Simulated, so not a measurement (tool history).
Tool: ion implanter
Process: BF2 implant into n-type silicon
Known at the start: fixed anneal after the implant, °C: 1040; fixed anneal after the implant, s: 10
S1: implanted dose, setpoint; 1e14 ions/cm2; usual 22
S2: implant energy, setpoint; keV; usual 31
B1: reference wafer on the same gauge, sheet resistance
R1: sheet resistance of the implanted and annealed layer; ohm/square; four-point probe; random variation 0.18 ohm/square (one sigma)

Run 1, day 0: usual settings; B1 98.96. Result: R1 121.84 ohm/square.
Run 2, day 8.029: usual settings but S2 38 keV; B1 98.94. Result: R1 110.75 ohm/square.
Run 3, day 10.65: usual settings but S2 38 keV; B1 99.02. Result: R1 110.82 ohm/square.
Run 4, day 12.792: usual settings; B1 99.04. Result: R1 122.2 ohm/square.
Run 5, day 13.908: usual settings; B1 99.02. Result: R1 122.36 ohm/square.
Run 6, day 15.117: usual settings; B1 99. Result: R1 122.12 ohm/square.
Run 7, day 17.533: usual settings; B1 99.04. Result: R1 122.25 ohm/square.
Run 8, day 20.138: usual settings; B1 98.98. Result: R1 122.16 ohm/square.
At day 21.096: Faraday cup replaced and dose calibrated.
Run 9, day 21.575: usual settings; B1 99.02. Result: R1 122.56 ohm/square.
Run 10, day 24.554: usual settings; B1 99.02. Result: R1 122.29 ohm/square.
Run 11, day 25.758: usual settings but S1 25.35 1e14 ions/cm2; B1 99.04. Result: R1 121.16 ohm/square.
Run 12, day 32.358: usual settings but S1 25.35 1e14 ions/cm2; B1 98.99. Result: R1 121.01 ohm/square.
At day 32.992: gauge calibrated.
Run 13, day 34.871: usual settings but S2 26 keV; B1 98.99. Result: R1 132.5 ohm/square.
Run 14, day 37.038: usual settings but S1 25.66 1e14 ions/cm2, S2 36.5 keV; B1 98.97. Result: R1 111.81 ohm/square.
Run 15, day 38.367: usual settings but S1 25.19 1e14 ions/cm2, S2 23.5 keV; B1 99.02. Result: R1 137.61 ohm/square.
Run 16, day 40.7: usual settings but S1 23.79 1e14 ions/cm2, S2 22 keV; B1 99.06. Result: R1 142.24 ohm/square.
Run 17, day 43.638: usual settings but S1 20.11 1e14 ions/cm2; B1 98.97. Result: R1 123.17 ohm/square.
Run 18, day 45.108: usual settings; B1 99.03. Result: R1 122.25 ohm/square.
At day 45.667: extraction supply calibrated.
Run 19, day 47.842: usual settings but S1 17.57 1e14 ions/cm2, S2 24 keV; B1 99.02. Result: R1 138 ohm/square.
Run 20, day 49.142: usual settings but S2 21.5 keV; B1 99. Result: R1 141.76 ohm/square.
At day 49.992: Faraday cup replaced and dose calibrated.
Run 21, day 51.642: usual settings but S1 17.01 1e14 ions/cm2; B1 99. Result: R1 123.87 ohm/square.
Run 22, day 54.458: usual settings; B1 98.98. Result: R1 120.55 ohm/square.
Run 23, day 56.738: usual settings but S1 20.14 1e14 ions/cm2, S2 22.5 keV; B1 99. Result: R1 140.1 ohm/square.
Run 24, day 57.767: usual settings but S1 19.27 1e14 ions/cm2, S2 24.5 keV; B1 99.05. Result: R1 135.65 ohm/square.
Run 25, day 59.892: usual settings but S1 18.18 1e14 ions/cm2; B1 99.01. Result: R1 123.2 ohm/square.
Run 26, day 62.658: usual settings but S1 18.28 1e14 ions/cm2; B1 98.97. Result: R1 123.13 ohm/square.

What the log doesn't show, run by run:
deviation of the true dose from the Faraday cup's reading, %: 0 in every run
gauge reads high (%): 0 in every run
H1: deviation of the true energy from its setpoint, %
run      H1
  1   -3.14
  2   -3.34
  3   -3.39
  4   -3.44
  5   -3.46
  6   -3.48
  7   -3.52
  8   -3.56
  9   -3.58
 10   -3.62
 11   -3.64
 12   -3.72
 13   -3.74
 14   -3.76
 15   -3.77
 16   -3.79
 17   -3.82
 18   -3.83
 19   0.488
 20    0.34
 21  0.0707
 22   -0.21
 23   -0.42
 24  -0.511
 25  -0.689
 26  -0.906

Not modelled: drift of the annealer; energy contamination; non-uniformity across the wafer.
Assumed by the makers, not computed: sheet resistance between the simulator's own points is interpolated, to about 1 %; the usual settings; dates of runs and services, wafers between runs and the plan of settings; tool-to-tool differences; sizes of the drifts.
